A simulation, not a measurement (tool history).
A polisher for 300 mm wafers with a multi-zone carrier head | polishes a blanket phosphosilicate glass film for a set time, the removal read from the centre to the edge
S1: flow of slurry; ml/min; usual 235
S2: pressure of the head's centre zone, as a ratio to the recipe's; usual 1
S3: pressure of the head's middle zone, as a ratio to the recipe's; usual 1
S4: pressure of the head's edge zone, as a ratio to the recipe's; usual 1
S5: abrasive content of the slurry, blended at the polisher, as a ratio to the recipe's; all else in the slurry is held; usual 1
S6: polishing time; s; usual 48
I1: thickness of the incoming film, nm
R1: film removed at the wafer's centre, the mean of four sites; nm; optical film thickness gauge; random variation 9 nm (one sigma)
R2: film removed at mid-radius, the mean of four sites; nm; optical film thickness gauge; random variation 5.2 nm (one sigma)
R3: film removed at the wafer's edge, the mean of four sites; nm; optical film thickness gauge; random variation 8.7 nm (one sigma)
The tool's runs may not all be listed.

| run | hour | S1 | S2 | S3 | S4 | S5 | S6 | I1 | R1 | R2 | R3 |
|---|---|---|---|---|---|---|---|---|---|---|---|
| 1 | 0 | 235 | 1 | 1.09 | 1 | 1 | 48 | 4067.9 | 567.8 | 664.8 | 631.4 |
|  | 8.2 | worn pad replaced by a new one, of another model than before |
| 2 | 32.6 | 235 | 1.09 | 1 | 1 | 1 | 48 | 4096.2 | 607.6 | 621.4 | 626.2 |
| 3 | 61 | 235 | 1 | 0.95 | 1 | 1 | 41 | 4068.6 | 484.7 | 505.6 | 533.3 |
| 4 | 92.8 | 235 | 1 | 1 | 1 | 1 | 48 | 4115.5 | 562.9 | 615 | 622.9 |
| 5 | 115.9 | 235 | 1 | 0.91 | 1 | 1 | 48 | 3999.1 | 560.7 | 579.4 | 630.4 |
|  | 143.5 | edge zone pressure recalibrated |
| 6 | 151.3 | 235 | 1 | 1 | 1.04 | 1 | 48 | 4039.3 | 551.8 | 609.4 | 640 |
| 7 | 176.8 | 280 | 1.12 | 1 | 1 | 1 | 48 | 4094.9 | 659.8 | 627.4 | 633.1 |
| 8 | 210.3 | 235 | 1 | 1 | 1 | 1 | 48 | 4094 | 566.7 | 614.4 | 625.2 |
|  | 223.2 | carrier head's membrane replaced by a new one |
| 9 | 224.8 | 190 | 1 | 1 | 1 | 1.2 | 48 | 4030.4 | 565.1 | 649.5 | 674.9 |
|  | 253.5 | worn pad replaced by a new one |
| 10 | 254.6 | 235 | 0.95 | 1 | 1 | 1.15 | 33 | 4077.4 | 381.2 | 457 | 457.1 |
| 11 | 277.3 | 235 | 0.92 | 1 | 0.91 | 1 | 63 | 4065.3 | 655.9 | 808.5 | 783.4 |
|  | 300.6 | centre zone pressure recalibrated |
| 12 | 309.1 | 200 | 1 | 1 | 1.08 | 0.8 | 57 | 4119.8 | 606.4 | 629.4 | 679.6 |
| 13 | 333.6 | 295 | 1 | 1 | 1 | 1 | 48 | 4078.1 | 641.8 | 621.9 | 634.9 |
| 14 | 365 | 235 | 1 | 1 | 1 | 1 | 48 | 4121 | 599.4 | 616.5 | 614.1 |
| 15 | 387.3 | 170 | 0.96 | 1 | 1.03 | 1 | 57 | 4086.6 | 641.3 | 691.1 | 722.7 |
| 16 | 406.5 | 235 | 1 | 1 | 1 | 1 | 48 | 4063.4 | 609.9 | 624.3 | 619.8 |
| 17 | 419.8 | 235 | 0.96 | 1.06 | 1 | 0.85 | 64 | 4023.5 | 709.7 | 798 | 765.6 |
|  | 448.5 | worn pad replaced by a new one |
| 18 | 451.7 | 235 | 0.9 | 1 | 1 | 1.2 | 48 | 4022.7 | 572.9 | 674.1 | 686.4 |
| 19 | 472.7 | 235 | 0.97 | 1 | 1 | 1 | 48 | 4133.4 | 580.4 | 620.9 | 629.6 |
| 20 | 505.9 | 235 | 1 | 1 | 0.9 | 1 | 37 | 4013.1 | 458.6 | 482.6 | 454.5 |
| 21 | 529.4 | 235 | 1 | 1 | 1.05 | 1 | 48 | 4123.9 | 606.1 | 620.1 | 639.5 |

Run 22 comes next. What will it give?
| 22 | 559.5 | 235 | 1 | 1 | 1 | 1 | 48 | 4004.6 | ? | ? | ? |

Run 22 came out at R1 589.3 nm, R2 613.8 nm, R3 614 nm.
Were there no unlogged condition in the tool, this run, its random variation unchanged, would have produced R1 609.6 nm, R2 613.7 nm, R3 614 nm.
